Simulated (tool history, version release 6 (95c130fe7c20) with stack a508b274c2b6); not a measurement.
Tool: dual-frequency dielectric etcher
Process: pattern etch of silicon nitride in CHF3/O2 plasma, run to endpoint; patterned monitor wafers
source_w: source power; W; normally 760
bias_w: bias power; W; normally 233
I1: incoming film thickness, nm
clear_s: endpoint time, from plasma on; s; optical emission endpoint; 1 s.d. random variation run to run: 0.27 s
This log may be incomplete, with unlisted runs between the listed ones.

run 1 day=0.000 | source_w=760 bias_w=233 | I1=88.7 | clear_s=47.8
run 2 day=3.162 | source_w=760 bias_w=233 | I1=89.2 | clear_s=48.8
run 3 day=6.012 | source_w=760 bias_w=198 | I1=88.1 | clear_s=50.5
run 4 day=7.858 | source_w=760 bias_w=198 | I1=89.5 | clear_s=51.4
run 5 day=10.358 | source_w=760 bias_w=198 | I1=89.7 | clear_s=52.1
run 6 day=13.542 | source_w=760 bias_w=265 | I1=89.3 | clear_s=48.8
run 7 day=15.633 | source_w=760 bias_w=199 | I1=89.4 | clear_s=52.1
run 8 day=18.329 | source_w=760 bias_w=199 | I1=89.9 | clear_s=52.4
-- day=18.542 bias power generator calibrated
run 9 day=21.575 | source_w=760 bias_w=233 | I1=89.4 | clear_s=51.6
-- day=22.479 source power generator calibrated
-- day=23.871 upper electrode replaced
run 10 day=25.462 | source_w=680 bias_w=233 | I1=88.6 | clear_s=52.7
-- day=27.188 wet clean of the chamber
run 11 day=27.750 | source_w=760 bias_w=195 | I1=89.1 | clear_s=50.4
run 12 day=31.608 | source_w=610 bias_w=274 | I1=89.3 | clear_s=49.9
run 13 day=35.775 | source_w=670 bias_w=281 | I1=88.5 | clear_s=48.1
run 14 day=39.767 | source_w=760 bias_w=199 | I1=88.7 | clear_s=51.2
run 15 day=43.496 | source_w=760 bias_w=233 | I1=88.6 | clear_s=49.5
run 16 day=45.217 | source_w=760 bias_w=258 | I1=88.7 | clear_s=49.3

What if the next run were any one of these 5? Each begins from the tool's condition after run 16:
run A day=45.233 | source_w=760 bias_w=233 | I1=89.0 | clear_s=?
run B day=45.233 | source_w=850 bias_w=260 | I1=89.0 | clear_s=?
run C day=45.233 | source_w=630 bias_w=183 | I1=89.0 | clear_s=?
run D day=45.233 | source_w=590 bias_w=233 | I1=89.0 | clear_s=?
run E day=45.233 | source_w=630 bias_w=187 | I1=89.0 | clear_s=?

run=A clear_s=50.3
run=B clear_s=47.3
run=C clear_s=56.4
run=D clear_s=54.4
run=E clear_s=56.2
With the hidden condition removed and each run's random variation left untouched, the same runs would have given:
run=A clear_s=48.5
run=B clear_s=45.5
run=C clear_s=54.3
run=D clear_s=52.4
run=E clear_s=54.1
